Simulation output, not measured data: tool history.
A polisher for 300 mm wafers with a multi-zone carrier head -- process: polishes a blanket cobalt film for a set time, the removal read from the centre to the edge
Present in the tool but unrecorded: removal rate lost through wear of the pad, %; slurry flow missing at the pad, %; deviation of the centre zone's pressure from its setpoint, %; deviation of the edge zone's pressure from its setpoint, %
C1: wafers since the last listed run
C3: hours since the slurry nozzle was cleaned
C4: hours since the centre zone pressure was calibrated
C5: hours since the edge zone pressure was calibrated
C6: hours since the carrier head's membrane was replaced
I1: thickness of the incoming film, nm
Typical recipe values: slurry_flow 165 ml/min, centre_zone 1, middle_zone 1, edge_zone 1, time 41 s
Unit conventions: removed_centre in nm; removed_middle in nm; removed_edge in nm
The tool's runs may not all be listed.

{"run": 1, "day": 0.0, "slurry_flow": 210, "centre_zone": 1, "middle_zone": 1, "edge_zone": 1.06, "time": 41, "C1": 0, "wafers polished on this pad": 436, "C3": 113.6, "C4": 216, "C5": 307.9, "C6": 530.8, "I1": 1526.9, "removed_centre": 138.5, "removed_middle": 135.5, "removed_edge": 142.1}
{"run": 2, "day": 2.108, "slurry_flow": 210, "centre_zone": 1, "middle_zone": 1, "edge_zone": 1.06, "time": 41, "C1": 349, "wafers polished on this pad": 785, "C3": 164.2, "C4": 266.6, "C5": 358.5, "C6": 581.4, "I1": 1570.6, "removed_centre": 140.1, "removed_middle": 134.4, "removed_edge": 141}
{"run": 3, "day": 6.492, "slurry_flow": 165, "centre_zone": 1, "middle_zone": 1, "edge_zone": 1, "time": 41, "C1": 726, "wafers polished on this pad": 1511, "C3": 269.4, "C4": 371.8, "C5": 463.7, "C6": 686.6, "I1": 1553.8, "removed_centre": 125.9, "removed_middle": 120.6, "removed_edge": 122.3}
{"day": 6.883, "done": "centre zone pressure recalibrated"}
{"day": 7.783, "done": "worn pad replaced by a new one"}
{"run": 4, "day": 9.688, "slurry_flow": 165, "centre_zone": 1, "middle_zone": 1, "edge_zone": 1, "time": 52, "C1": 488, "wafers polished on this pad": 315, "C3": 346.1, "C4": 67.3, "C5": 540.4, "C6": 763.3, "I1": 1539.3, "removed_centre": 171.9, "removed_middle": 165.8, "removed_edge": 170.1}
{"run": 5, "day": 13.438, "slurry_flow": 165, "centre_zone": 1, "middle_zone": 1, "edge_zone": 1, "time": 41, "C1": 621, "wafers polished on this pad": 937, "C3": 436.1, "C4": 157.3, "C5": 630.4, "C6": 853.3, "I1": 1557.1, "removed_centre": 131.2, "removed_middle": 126.7, "removed_edge": 130.9}
{"day": 14.138, "done": "slurry nozzle cleaned"}
{"run": 6, "day": 15.654, "slurry_flow": 165, "centre_zone": 1, "middle_zone": 1, "edge_zone": 1, "time": 41, "C1": 360, "wafers polished on this pad": 1297, "C3": 36.4, "C4": 210.5, "C5": 683.6, "C6": 906.5, "I1": 1549, "removed_centre": 125.3, "removed_middle": 121.6, "removed_edge": 123.4}
{"day": 17.167, "done": "worn pad replaced by a new one"}
{"run": 7, "day": 18.442, "slurry_flow": 165, "centre_zone": 1, "middle_zone": 1, "edge_zone": 1, "time": 41, "C1": 434, "wafers polished on this pad": 211, "C3": 103.3, "C4": 277.4, "C5": 750.5, "C6": 973.4, "I1": 1514.4, "removed_centre": 135.9, "removed_middle": 131.6, "removed_edge": 132.4}
{"run": 8, "day": 20.25, "slurry_flow": 205, "centre_zone": 1, "middle_zone": 1, "edge_zone": 0.97, "time": 41, "C1": 299, "wafers polished on this pad": 511, "C3": 146.7, "C4": 320.8, "C5": 793.9, "C6": 1016.8, "I1": 1534.2, "removed_centre": 137.4, "removed_middle": 131.3, "removed_edge": 133.7}
{"day": 21.342, "done": "edge zone pressure recalibrated"}
{"day": 23.388, "done": "centre zone pressure recalibrated"}
{"run": 9, "day": 24.15, "slurry_flow": 115, "centre_zone": 1.09, "middle_zone": 0.96, "edge_zone": 1.11, "time": 41, "C1": 618, "wafers polished on this pad": 1129, "C3": 240.3, "C4": 18.3, "C5": 67.4, "C6": 1110.4, "I1": 1559, "removed_centre": 125.9, "removed_middle": 109, "removed_edge": 123.9}
{"day": 27.396, "done": "worn pad replaced by a new one"}
{"run": 10, "day": 27.862, "slurry_flow": 165, "centre_zone": 1.03, "middle_zone": 1, "edge_zone": 1, "time": 41, "C1": 587, "wafers polished on this pad": 77, "C3": 329.4, "C4": 107.4, "C5": 156.5, "C6": 1199.5, "I1": 1543.8, "removed_centre": 135.5, "removed_middle": 134, "removed_edge": 136.3}
{"day": 31.892, "done": "carrier head's membrane replaced by a new one"}
{"day": 32.871, "done": "slurry nozzle cleaned"}
{"day": 36.971, "done": "worn pad replaced by a new one"}
{"day": 38.196, "done": "centre zone pressure recalibrated"}
{"run": 11, "day": 40.404, "slurry_flow": 150, "centre_zone": 1, "middle_zone": 1, "edge_zone": 1, "time": 54, "C1": 1995, "wafers polished on this pad": 554, "C3": 180.8, "C4": 53, "C5": 457.5, "C6": 204.3, "I1": 1553, "removed_centre": 174, "removed_middle": 166.6, "removed_edge": 167.7}
{"run": 12, "day": 42.408, "slurry_flow": 165, "centre_zone": 1, "middle_zone": 1.06, "edge_zone": 1.03, "time": 41, "C1": 332, "wafers polished on this pad": 887, "C3": 228.9, "C4": 101.1, "C5": 505.6, "C6": 252.4, "I1": 1532.8, "removed_centre": 130.4, "removed_middle": 131.4, "removed_edge": 129.9}
{"run": 13, "day": 45.667, "slurry_flow": 165, "centre_zone": 1, "middle_zone": 1, "edge_zone": 1, "time": 41, "C1": 539, "wafers polished on this pad": 1427, "C3": 307.1, "C4": 179.3, "C5": 583.8, "C6": 330.6, "I1": 1568.5, "removed_centre": 124.2, "removed_middle": 117.7, "removed_edge": 121.8}
{"day": 46.154, "done": "worn pad replaced by a new one"}
{"day": 48.546, "done": "edge zone pressure recalibrated"}
{"run": 14, "day": 49.312, "slurry_flow": 165, "centre_zone": 1, "middle_zone": 1, "edge_zone": 1, "time": 41, "C1": 562, "wafers polished on this pad": 509, "C3": 394.6, "C4": 266.8, "C5": 18.4, "C6": 418.1, "I1": 1542.7, "removed_centre": 132.1, "removed_middle": 131.6, "removed_edge": 134.1}
{"run": 15, "day": 51.354, "slurry_flow": 165, "centre_zone": 0.9, "middle_zone": 1, "edge_zone": 0.96, "time": 41, "C1": 338, "wafers polished on this pad": 847, "C3": 443.6, "C4": 315.8, "C5": 67.4, "C6": 467.1, "I1": 1527.3, "removed_centre": 119.8, "removed_middle": 128, "removed_edge": 129}

Each row is a separate what-if for the run after 15, all from the same tool condition, not one after another. Results?
{"run": "A", "day": 51.371, "slurry_flow": 165, "centre_zone": 1, "middle_zone": 1, "edge_zone": 1, "time": 33, "C1": 2, "wafers polished on this pad": 850, "C3": 444, "C4": 316.2, "C5": 67.8, "C6": 467.5, "I1": 1516.2, "removed_centre": "?", "removed_middle": "?", "removed_edge": "?"}
{"run": "B", "day": 51.371, "slurry_flow": 165, "centre_zone": 0.92, "middle_zone": 0.94, "edge_zone": 1, "time": 47, "C1": 2, "wafers polished on this pad": 850, "C3": 444, "C4": 316.2, "C5": 67.8, "C6": 467.5, "I1": 1516.2, "removed_centre": "?", "removed_middle": "?", "removed_edge": "?"}
{"run": "C", "day": 51.371, "slurry_flow": 165, "centre_zone": 0.95, "middle_zone": 1, "edge_zone": 1, "time": 41, "C1": 2, "wafers polished on this pad": 850, "C3": 444, "C4": 316.2, "C5": 67.8, "C6": 467.5, "I1": 1516.2, "removed_centre": "?", "removed_middle": "?", "removed_edge": "?"}
{"run": "D", "day": 51.371, "slurry_flow": 165, "centre_zone": 0.96, "middle_zone": 1.08, "edge_zone": 1, "time": 32, "C1": 2, "wafers polished on this pad": 850, "C3": 444, "C4": 316.2, "C5": 67.8, "C6": 467.5, "I1": 1516.2, "removed_centre": "?", "removed_middle": "?", "removed_edge": "?"}

run=A removed_centre=108.1 removed_middle=102.9 removed_edge=104.4
run=B removed_centre=141.5 removed_middle=139.8 removed_edge=148.8
run=C removed_centre=127.5 removed_middle=127.9 removed_edge=129.7
run=D removed_centre=100.7 removed_middle=106.1 removed_edge=101.1
With no hidden state in the tool, these same runs would have given:
run=A removed_centre=111.8 removed_middle=106.5 removed_edge=108
run=B removed_centre=146.4 removed_middle=144.6 removed_edge=153.9
run=C removed_centre=131.9 removed_middle=132.3 removed_edge=134.1
run=D removed_centre=104.1 removed_middle=109.8 removed_edge=104.6
